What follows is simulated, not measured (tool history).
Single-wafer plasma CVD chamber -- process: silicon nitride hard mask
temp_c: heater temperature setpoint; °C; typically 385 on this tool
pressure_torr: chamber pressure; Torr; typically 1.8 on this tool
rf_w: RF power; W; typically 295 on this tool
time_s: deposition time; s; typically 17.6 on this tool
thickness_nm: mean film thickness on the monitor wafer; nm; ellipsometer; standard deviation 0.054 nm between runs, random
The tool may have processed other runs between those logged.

| run | day | temp_c | pressure_torr | rf_w | time_s | read-back reference wafer on the same gauge, thickness_nm | thickness_nm |
|---|---|---|---|---|---|---|---|
| 1 | 0 | 385 | 1.8 | 320 | 17.6 | 16.903 | 21.527 |
| 2 | 3.521 | 385 | 1.8 | 320 | 17.6 | 16.902 | 21.391 |
| 3 | 4.396 | 385 | 1.8 | 320 | 17.6 | 16.889 | 21.268 |
|  | 5.279 | gauge calibrated |
| 4 | 5.404 | 385 | 1.8 | 295 | 17.6 | 16.888 | 19.877 |
| 5 | 6.85 | 385 | 1.8 | 295 | 17.6 | 16.904 | 19.722 |
|  | 7.317 | capacitance manometer re-zeroed and calibrated |
| 6 | 7.717 | 385 | 1.8 | 295 | 17.6 | 16.909 | 19.454 |
|  | 8.667 | thermocouple changed; heater temperature recalibrated |
| 7 | 9.083 | 385 | 2.11 | 295 | 17.6 | 16.905 | 20.138 |
|  | 9.533 | RF generator calibrated |
| 8 | 10.529 | 385 | 2.11 | 295 | 17.6 | 16.899 | 20.976 |
| 9 | 11.442 | 385 | 2.11 | 295 | 17.6 | 16.899 | 21.138 |
| 10 | 15.075 | 385 | 1.8 | 295 | 17.6 | 16.886 | 20.201 |
| 11 | 15.696 | 392 | 1.8 | 295 | 17.6 | 16.905 | 20.257 |
| 12 | 16.875 | 385 | 1.8 | 295 | 17.6 | 16.899 | 20.355 |
| 13 | 17.412 | 391 | 1.8 | 270 | 14.1 | 16.911 | 14.91 |
| 14 | 18.367 | 391 | 1.8 | 295 | 17.6 | 16.898 | 20.402 |
| 15 | 19.371 | 385 | 1.8 | 295 | 17.6 | 16.887 | 20.37 |
|  | 20.346 | showerhead replaced |
| 16 | 20.367 | 385 | 1.8 | 295 | 17.6 | 16.897 | 20.429 |
| 17 | 21.317 | 385 | 1.8 | 295 | 17.6 | 16.906 | 20.336 |
| 18 | 22.317 | 385 | 1.8 | 295 | 17.6 | 16.906 | 20.396 |
| 19 | 23.033 | 374 | 2.02 | 330 | 15.1 | 16.908 | 19.881 |
| 20 | 23.996 | 385 | 1.8 | 295 | 17.6 | 16.894 | 20.396 |
| 21 | 25.338 | 385 | 1.8 | 235 | 17.6 | 16.91 | 16.358 |
| 22 | 26.588 | 385 | 1.8 | 255 | 16.2 | 16.897 | 16.413 |
| 23 | 27.312 | 385 | 1.8 | 295 | 17.6 | 16.903 | 20.492 |
| 24 | 27.975 | 385 | 1.8 | 295 | 17.6 | 16.899 | 20.226 |
| 25 | 28.912 | 397 | 1.43 | 320 | 17.6 | 16.885 | 20.488 |
| 26 | 30.146 | 385 | 1.8 | 295 | 15.7 | 16.912 | 18.108 |
| 27 | 31.05 | 385 | 1.44 | 295 | 17.6 | 16.903 | 19.221 |
| 28 | 32.196 | 372 | 1.8 | 295 | 15.6 | 16.895 | 18.237 |
| 29 | 32.938 | 385 | 2.2 | 295 | 19 | 16.893 | 22.953 |
| 30 | 33.838 | 371 | 1.69 | 240 | 19.5 | 16.903 | 18.24 |

Each run again, without the hidden state but with its own random variation kept:
Unlogged tool condition in this case: wafer temperature above the value expected at the setpoint (K); delivered RF power above the setpoint (%); true pressure above the setpoint (%); gauge reads high (%).
| run | thickness_nm |
|---|---|
| 1 | 21.776 |
| 2 | 21.742 |
| 3 | 21.645 |
| 4 | 20.283 |
| 5 | 20.171 |
| 6 | 20.262 |
| 7 | 21 |
| 8 | 20.96 |
| 9 | 21.108 |
| 10 | 20.12 |
| 11 | 20.169 |
| 12 | 20.256 |
| 13 | 14.837 |
| 14 | 20.293 |
| 15 | 20.256 |
| 16 | 20.311 |
| 17 | 20.216 |
| 18 | 20.274 |
| 19 | 19.771 |
| 20 | 20.273 |
| 21 | 16.272 |
| 22 | 16.324 |
| 23 | 20.377 |
| 24 | 20.115 |
| 25 | 20.36 |
| 26 | 18.021 |
| 27 | 19.121 |
| 28 | 18.165 |
| 29 | 22.897 |
| 30 | 18.204 |
